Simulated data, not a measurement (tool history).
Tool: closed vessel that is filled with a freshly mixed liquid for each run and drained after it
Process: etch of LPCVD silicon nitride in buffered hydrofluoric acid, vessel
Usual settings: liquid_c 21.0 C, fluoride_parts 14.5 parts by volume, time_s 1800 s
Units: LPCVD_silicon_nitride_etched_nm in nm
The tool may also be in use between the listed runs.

run	hour	liquid_c	fluoride_parts	time_s	wafers since the last listed run	hours since the thermometer was replaced	hours since the hydrofluoric acid flow meter was replaced	hours since the gauge calibration	read-back film thickness of the LPCVD silicon nitride reference wafer, read on the same gauge (nm)	LPCVD_silicon_nitride_etched_nm
1	0.0	21.0	14.5	1800	0	1978.6	44.0	1401.5	90.02	13.05
2	50.0	21.0	14.5	1800	1461	2028.6	94.0	1451.5	89.99	13.05
3	80.8	21.0	14.5	1800	900	2059.4	124.8	1482.3	90.00	13.01
4	111.4	21.0	14.5	1800	894	2090.0	155.4	1512.9	90.05	13.15
5	175.4	21.0	14.5	1800	1870	2154.0	219.4	1576.9	90.01	13.09
6	239.8	21.0	14.5	1800	1882	2218.4	283.8	1641.3	89.98	12.99
7	269.4	21.0	14.5	1800	865	2248.0	313.4	1670.9	90.00	12.95
8	310.9	21.0	14.5	1800	1213	2289.5	354.9	1712.4	89.98	13.08
9	346.2	20.0	14.5	1800	1031	2324.8	390.2	1747.7	90.02	12.24
# hour 353.1: gauge calibrated
# hour 384.8: hydrofluoric acid flow meter replaced
10	392.1	20.0	14.5	1800	1312	2370.7	7.3	39.0	89.97	12.53
11	417.7	21.0	11.5	810	748	2396.3	32.9	64.6	89.98	7.49
12	462.9	21.0	11.5	1450	1321	2441.5	78.1	109.8	89.97	13.25
13	522.9	21.0	14.5	1800	1753	2501.5	138.1	169.8	90.01	13.14
14	566.7	21.0	18.5	1800	1280	2545.3	181.9	213.6	90.04	10.30
15	636.4	17.5	18.5	1800	2037	2615.0	251.6	283.3	89.98	8.51
16	700.8	17.5	20.0	1140	1882	2679.4	316.0	347.7	89.98	4.98
17	769.5	21.0	14.5	1800	2008	2748.1	384.7	416.4	90.01	12.97
18	826.5	25.0	10.0	1800	1666	2805.1	441.7	473.4	90.00	23.26
19	877.0	21.0	14.5	1800	1476	2855.6	492.2	523.9	90.01	13.05
# hour 888.4: thermometer replaced
# hour 897.8: hydrofluoric acid flow meter replaced
20	909.9	23.0	13.0	2590	903	21.5	12.1	556.8	90.01	23.80
21	974.8	24.5	11.5	1365	1896	86.4	77.0	621.7	90.00	15.05
22	1006.6	21.0	14.5	1800	929	118.2	108.8	653.5	90.01	13.10
23	1054.5	21.0	11.0	880	1400	166.1	156.7	701.4	90.01	8.38
24	1122.6	21.0	14.5	1800	1990	234.2	224.8	769.5	90.03	13.22
25	1174.9	19.5	16.5	2810	1528	286.5	277.1	821.8	89.99	16.41
26	1211.3	21.0	18.5	1800	1063	322.9	313.5	858.2	89.98	10.05
27	1281.9	21.0	14.5	2785	2063	393.5	384.1	928.8	90.00	19.99
28	1414.5	17.0	11.5	2355	3875	526.1	516.7	1061.4	90.00	16.52
# hour 1459.2: hydrofluoric acid flow meter replaced
29	1462.1	25.0	18.5	1410	1362	573.7	2.9	1109.0	90.02	10.02
30	1527.9	21.0	19.5	1060	1923	639.5	68.7	1174.8	89.98	5.79
31	1560.9	25.5	11.5	1800	964	672.5	101.7	1207.8	90.02	21.07
32	1598.5	21.0	11.0	2810	1099	710.1	139.3	1245.4	89.94	26.70

Measured less the same run without the tool's hidden state. The same run-to-run variation is in both; the gauge's scatter may not be:
The hidden state here: liquid colder than its thermometer reads (K); hydrofluoric acid flow below the setpoint (%); gauge reads high (%).
run	LPCVD_silicon_nitride_etched_nm
1	-0.08
2	-0.13
3	-0.15
4	-0.19
5	-0.25
6	-0.30
7	-0.33
8	-0.38
9	-0.38
10	-0.01
11	-0.02
12	-0.08
13	-0.14
14	-0.14
15	-0.16
16	-0.08
17	-0.37
18	-0.74
19	-0.47
20	-0.08
21	-0.12
22	-0.14
23	-0.11
24	-0.24
25	-0.37
26	-0.25
27	-0.60
28	-0.66
29	-0.02
30	-0.04
31	-0.19
32	-0.30
